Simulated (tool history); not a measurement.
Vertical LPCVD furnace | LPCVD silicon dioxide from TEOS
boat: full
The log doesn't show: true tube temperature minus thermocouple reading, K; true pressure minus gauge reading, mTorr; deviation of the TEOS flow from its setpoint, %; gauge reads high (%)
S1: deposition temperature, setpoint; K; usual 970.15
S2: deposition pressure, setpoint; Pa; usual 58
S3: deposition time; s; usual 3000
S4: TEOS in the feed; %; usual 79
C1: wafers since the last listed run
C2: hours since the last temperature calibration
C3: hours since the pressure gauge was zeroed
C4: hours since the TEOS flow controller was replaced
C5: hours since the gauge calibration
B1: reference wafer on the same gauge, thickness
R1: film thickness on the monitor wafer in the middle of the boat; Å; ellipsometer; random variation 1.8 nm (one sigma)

run 1 hour=0 | S1=970.15 S2=58 S3=3000 S4=79 | C1=0 C2=2625.4 C3=1141 C4=3437.4 C5=286.4 | B1=480.6 | R1=4405
run 2 hour=60.8 | S1=970.15 S2=58 S3=3000 S4=79 | C1=592 C2=2686.2 C3=1201.8 C4=3498.2 C5=347.2 | B1=480.89 | R1=4437.8
-- hour=93.6 gauge calibrated
run 3 hour=127.8 | S1=970.15 S2=58 S3=3000 S4=79 | C1=652 C2=2753.2 C3=1268.8 C4=3565.2 C5=34.2 | B1=480.7 | R1=4442
run 4 hour=155.5 | S1=970.15 S2=58 S3=3000 S4=79 | C1=269 C2=2780.9 C3=1296.5 C4=3592.9 C5=61.9 | B1=480.86 | R1=4436.9
run 5 hour=190 | S1=970.15 S2=58 S3=3000 S4=79 | C1=335 C2=2815.4 C3=1331 C4=3627.4 C5=96.4 | B1=481.18 | R1=4420.7
run 6 hour=216.2 | S1=963.15 S2=58 S3=3000 S4=79 | C1=255 C2=2841.6 C3=1357.2 C4=3653.6 C5=122.6 | B1=480.87 | R1=3775.5
run 7 hour=263.7 | S1=963.15 S2=58 S3=3000 S4=79 | C1=462 C2=2889.1 C3=1404.7 C4=3701.1 C5=170.1 | B1=480.35 | R1=3763.1
run 8 hour=316.8 | S1=963.15 S2=58 S3=3000 S4=79 | C1=517 C2=2942.2 C3=1457.8 C4=3754.2 C5=223.2 | B1=479.96 | R1=3768.7
-- hour=350 TEOS flow controller replaced
run 9 hour=352.8 | S1=970.15 S2=58 S3=3000 S4=79 | C1=116 C2=2978.2 C3=1493.8 C4=2.8 C5=259.2 | B1=480.56 | R1=4438.9
run 10 hour=408.9 | S1=970.15 S2=46.7 S3=3000 S4=90 | C1=546 C2=3034.3 C3=1549.9 C4=58.9 C5=315.3 | B1=481.01 | R1=4233.1
-- hour=436.9 thermocouples replaced and temperature profile calibrated
run 11 hour=444.4 | S1=970.15 S2=48.7 S3=4140 S4=67 | C1=111 C2=7.5 C3=1585.4 C4=94.4 C5=350.8 | B1=481.46 | R1=5149.8
run 12 hour=513 | S1=970.15 S2=58 S3=3630 S4=79 | C1=668 C2=76.1 C3=1654 C4=163 C5=419.4 | B1=480.62 | R1=5386.9
run 13 hour=552.4 | S1=970.15 S2=58 S3=3000 S4=79 | C1=383 C2=115.5 C3=1693.4 C4=202.4 C5=458.8 | B1=481.17 | R1=4456.1
-- hour=562.6 gauge calibrated
-- hour=594.3 pressure gauge zeroed
run 14 hour=615.5 | S1=970.15 S2=46.7 S3=3000 S4=79 | C1=380 C2=178.6 C3=21.2 C4=265.5 C5=52.9 | B1=480.91 | R1=3986
run 15 hour=812.6 | S1=970.15 S2=58 S3=3900 S4=69 | C1=1919 C2=375.7 C3=218.3 C4=462.6 C5=250 | B1=481.12 | R1=5387.4
run 16 hour=870.4 | S1=970.15 S2=58 S3=3000 S4=79 | C1=562 C2=433.5 C3=276.1 C4=520.4 C5=307.8 | B1=482.18 | R1=4423

Forecast each of these 4 alternatives for the next run:
run A hour=875.3 | S1=970.15 S2=58 S3=3000 S4=69 | C1=47 C2=438.4 C3=281 C4=525.3 C5=312.7 | B1=? | R1=?
run B hour=875.3 | S1=970.15 S2=49.3 S3=3990 S4=79 | C1=47 C2=438.4 C3=281 C4=525.3 C5=312.7 | B1=? | R1=?
run C hour=875.3 | S1=981.15 S2=48.7 S3=3000 S4=79 | C1=47 C2=438.4 C3=281 C4=525.3 C5=312.7 | B1=? | R1=?
run D hour=875.3 | S1=960.15 S2=48 S3=3000 S4=79 | C1=47 C2=438.4 C3=281 C4=525.3 C5=312.7 | B1=? | R1=?

run=A B1=481.19 R1=4137.9
run=B B1=481.19 R1=5431
run=C B1=481.19 R1=5231.3
run=D B1=481.19 R1=3179.5
Without the tool's hidden state the same runs would have given:
run=A R1=4137.9
run=B R1=5431
run=C R1=5231.3
run=D R1=3179.5
